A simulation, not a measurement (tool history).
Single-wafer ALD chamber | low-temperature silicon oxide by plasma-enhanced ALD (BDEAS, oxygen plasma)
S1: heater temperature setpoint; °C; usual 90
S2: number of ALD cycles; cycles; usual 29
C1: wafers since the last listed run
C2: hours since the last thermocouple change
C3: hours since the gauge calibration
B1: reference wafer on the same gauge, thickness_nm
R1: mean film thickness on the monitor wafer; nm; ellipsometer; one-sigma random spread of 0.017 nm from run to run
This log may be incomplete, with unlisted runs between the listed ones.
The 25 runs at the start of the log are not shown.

run 26 day=61.262 | S1=81 S2=32 | C1=681 C2=164.7 C3=1829.6 | B1=4.905 | R1=5.125
run 27 day=64.154 | S1=105 S2=33 | C1=771 C2=234.1 C3=1899 | B1=4.899 | R1=4.867
-- day=66.321 gauge calibrated
run 28 day=66.75 | S1=103 S2=25 | C1=692 C2=296.4 C3=10.3 | B1=4.893 | R1=3.693
run 29 day=68.742 | S1=101 S2=24 | C1=531 C2=344.2 C3=58.1 | B1=4.901 | R1=3.565
run 30 day=75.933 | S1=96 S2=34 | C1=1919 C2=516.8 C3=230.7 | B1=4.903 | R1=5.123
run 31 day=77.325 | S1=90 S2=29 | C1=371 C2=550.2 C3=264.1 | B1=4.902 | R1=4.457
run 32 day=79.762 | S1=90 S2=29 | C1=650 C2=608.7 C3=322.6 | B1=4.903 | R1=4.499
run 33 day=81.179 | S1=90 S2=29 | C1=378 C2=642.7 C3=356.6 | B1=4.894 | R1=4.493
run 34 day=83.688 | S1=96 S2=29 | C1=669 C2=702.9 C3=416.8 | B1=4.902 | R1=4.346
run 35 day=84.825 | S1=90 S2=29 | C1=303 C2=730.2 C3=444.1 | B1=4.902 | R1=4.475
run 36 day=89.171 | S1=98 S2=24 | C1=1159 C2=834.5 C3=548.4 | B1=4.899 | R1=3.611
run 37 day=90.383 | S1=78 S2=32 | C1=323 C2=863.6 C3=577.5 | B1=4.898 | R1=5.24
run 38 day=93.15 | S1=98 S2=29 | C1=738 C2=930 C3=643.9 | B1=4.901 | R1=4.376
run 39 day=95.058 | S1=102 S2=26 | C1=509 C2=975.8 C3=689.7 | B1=4.897 | R1=3.864

Below are 4 alternative next runs, each starting from the tool's condition after run 39. Predict each:
run A day=95.075 | S1=90 S2=25 | C1=4 C2=976.2 C3=690.1 | B1=? | R1=?
run B day=95.075 | S1=84 S2=32 | C1=4 C2=976.2 C3=690.1 | B1=? | R1=?
run C day=95.075 | S1=94 S2=33 | C1=4 C2=976.2 C3=690.1 | B1=? | R1=?
run D day=95.075 | S1=80 S2=24 | C1=4 C2=976.2 C3=690.1 | B1=? | R1=?

run=A B1=4.901 R1=3.88
run=B B1=4.901 R1=5.083
run=C B1=4.901 R1=5.041
run=D B1=4.901 R1=3.871
Take away the tool's hidden state, keep each run's random variation, and the runs would have read:
run=A R1=3.834
run=B R1=5.024
run=C R1=4.98
run=D R1=3.827

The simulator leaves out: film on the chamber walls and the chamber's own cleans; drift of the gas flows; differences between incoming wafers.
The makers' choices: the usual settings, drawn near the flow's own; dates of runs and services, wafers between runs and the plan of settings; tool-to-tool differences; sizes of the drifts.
